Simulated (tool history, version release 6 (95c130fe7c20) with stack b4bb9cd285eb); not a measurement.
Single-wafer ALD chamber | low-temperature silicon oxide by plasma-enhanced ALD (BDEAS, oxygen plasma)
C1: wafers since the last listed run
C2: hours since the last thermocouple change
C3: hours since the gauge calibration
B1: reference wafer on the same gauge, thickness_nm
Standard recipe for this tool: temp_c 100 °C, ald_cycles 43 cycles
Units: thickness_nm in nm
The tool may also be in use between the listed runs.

{"run": 1, "day": 0.0, "temp_c": 100, "ald_cycles": 43, "C1": 0, "C2": 550.5, "C3": 671.6, "B1": 5.749, "thickness_nm": 5.518}
{"run": 2, "day": 2.021, "temp_c": 100, "ald_cycles": 43, "C1": 393, "C2": 599, "C3": 720.1, "B1": 5.75, "thickness_nm": 5.497}
{"run": 3, "day": 4.3, "temp_c": 100, "ald_cycles": 43, "C1": 444, "C2": 653.7, "C3": 774.8, "B1": 5.75, "thickness_nm": 5.496}
{"run": 4, "day": 11.954, "temp_c": 100, "ald_cycles": 43, "C1": 1492, "C2": 837.4, "C3": 958.5, "B1": 5.747, "thickness_nm": 5.495}
{"run": 5, "day": 13.521, "temp_c": 100, "ald_cycles": 43, "C1": 305, "C2": 875, "C3": 996.1, "B1": 5.751, "thickness_nm": 5.486}
{"run": 6, "day": 16.342, "temp_c": 112, "ald_cycles": 50, "C1": 549, "C2": 942.7, "C3": 1063.8, "B1": 5.751, "thickness_nm": 6.231}
{"run": 7, "day": 18.671, "temp_c": 112, "ald_cycles": 50, "C1": 454, "C2": 998.6, "C3": 1119.7, "B1": 5.747, "thickness_nm": 6.236}
{"run": 8, "day": 20.733, "temp_c": 112, "ald_cycles": 50, "C1": 402, "C2": 1048.1, "C3": 1169.2, "B1": 5.75, "thickness_nm": 6.24}
{"run": 9, "day": 22.638, "temp_c": 100, "ald_cycles": 43, "C1": 371, "C2": 1093.8, "C3": 1214.9, "B1": 5.748, "thickness_nm": 5.515}
{"run": 10, "day": 23.838, "temp_c": 100, "ald_cycles": 43, "C1": 233, "C2": 1122.6, "C3": 1243.7, "B1": 5.749, "thickness_nm": 5.509}
{"run": 11, "day": 24.975, "temp_c": 100, "ald_cycles": 43, "C1": 221, "C2": 1149.9, "C3": 1271, "B1": 5.748, "thickness_nm": 5.488}
{"day": 30.321, "done": "gauge calibrated"}
{"run": 12, "day": 31.462, "temp_c": 100, "ald_cycles": 43, "C1": 1264, "C2": 1305.6, "C3": 27.4, "B1": 5.751, "thickness_nm": 5.486}
{"run": 13, "day": 34.175, "temp_c": 100, "ald_cycles": 43, "C1": 528, "C2": 1370.7, "C3": 92.5, "B1": 5.752, "thickness_nm": 5.499}
{"run": 14, "day": 36.75, "temp_c": 100, "ald_cycles": 43, "C1": 502, "C2": 1432.5, "C3": 154.3, "B1": 5.748, "thickness_nm": 5.508}
{"run": 15, "day": 38.062, "temp_c": 100, "ald_cycles": 43, "C1": 255, "C2": 1464, "C3": 185.8, "B1": 5.747, "thickness_nm": 5.497}
{"run": 16, "day": 40.467, "temp_c": 100, "ald_cycles": 43, "C1": 468, "C2": 1521.7, "C3": 243.5, "B1": 5.75, "thickness_nm": 5.504}
{"day": 48.138, "done": "thermocouple changed; heater temperature recalibrated"}
{"run": 17, "day": 48.158, "temp_c": 106, "ald_cycles": 43, "C1": 1434, "C2": 0.5, "C3": 428.1, "B1": 5.751, "thickness_nm": 5.473}
{"run": 18, "day": 50.55, "temp_c": 100, "ald_cycles": 43, "C1": 466, "C2": 57.9, "C3": 485.5, "B1": 5.75, "thickness_nm": 5.532}
{"run": 19, "day": 51.967, "temp_c": 100, "ald_cycles": 46, "C1": 276, "C2": 91.9, "C3": 519.5, "B1": 5.747, "thickness_nm": 5.916}
{"run": 20, "day": 53.333, "temp_c": 100, "ald_cycles": 43, "C1": 266, "C2": 124.7, "C3": 552.3, "B1": 5.75, "thickness_nm": 5.535}
{"run": 21, "day": 59.842, "temp_c": 100, "ald_cycles": 49, "C1": 1268, "C2": 280.9, "C3": 708.5, "B1": 5.747, "thickness_nm": 6.273}
{"run": 22, "day": 62.512, "temp_c": 112, "ald_cycles": 38, "C1": 520, "C2": 345, "C3": 772.6, "B1": 5.748, "thickness_nm": 4.743}
{"run": 23, "day": 64.338, "temp_c": 93, "ald_cycles": 50, "C1": 355, "C2": 388.8, "C3": 816.4, "B1": 5.748, "thickness_nm": 6.553}
{"run": 24, "day": 66.442, "temp_c": 107, "ald_cycles": 39, "C1": 410, "C2": 439.3, "C3": 866.9, "B1": 5.752, "thickness_nm": 4.921}
{"run": 25, "day": 69.275, "temp_c": 112, "ald_cycles": 35, "C1": 552, "C2": 507.3, "C3": 934.9, "B1": 5.749, "thickness_nm": 4.376}
{"run": 26, "day": 70.696, "temp_c": 92, "ald_cycles": 47, "C1": 276, "C2": 541.4, "C3": 969, "B1": 5.75, "thickness_nm": 6.16}
{"run": 27, "day": 72.354, "temp_c": 100, "ald_cycles": 40, "C1": 323, "C2": 581.2, "C3": 1008.8, "B1": 5.75, "thickness_nm": 5.126}
{"run": 28, "day": 75.158, "temp_c": 93, "ald_cycles": 51, "C1": 546, "C2": 648.5, "C3": 1076.1, "B1": 5.749, "thickness_nm": 6.654}
{"run": 29, "day": 76.875, "temp_c": 100, "ald_cycles": 43, "C1": 334, "C2": 689.7, "C3": 1117.3, "B1": 5.748, "thickness_nm": 5.49}
{"run": 30, "day": 78.333, "temp_c": 88, "ald_cycles": 37, "C1": 284, "C2": 724.7, "C3": 1152.3, "B1": 5.751, "thickness_nm": 4.91}
{"run": 31, "day": 80.496, "temp_c": 100, "ald_cycles": 43, "C1": 421, "C2": 776.6, "C3": 1204.2, "B1": 5.751, "thickness_nm": 5.499}
{"run": 32, "day": 83.075, "temp_c": 91, "ald_cycles": 50, "C1": 502, "C2": 838.5, "C3": 1266.1, "B1": 5.748, "thickness_nm": 6.536}

3 ways to go on from here, each from the tool as it stands after run 32. What would each give?
{"run": "A", "day": 83.096, "temp_c": 100, "ald_cycles": 43, "C1": 4, "C2": 839, "C3": 1266.6, "B1": "?", "thickness_nm": "?"}
{"run": "B", "day": 83.096, "temp_c": 90, "ald_cycles": 49, "C1": 4, "C2": 839, "C3": 1266.6, "B1": "?", "thickness_nm": "?"}
{"run": "C", "day": 83.096, "temp_c": 90, "ald_cycles": 51, "C1": 4, "C2": 839, "C3": 1266.6, "B1": "?", "thickness_nm": "?"}

run=A B1=5.751 thickness_nm=5.49
run=B B1=5.751 thickness_nm=6.441
run=C B1=5.751 thickness_nm=6.704
What these runs would have given with no unlogged condition in the tool:
run=A thickness_nm=5.555
run=B thickness_nm=6.591
run=C thickness_nm=6.86
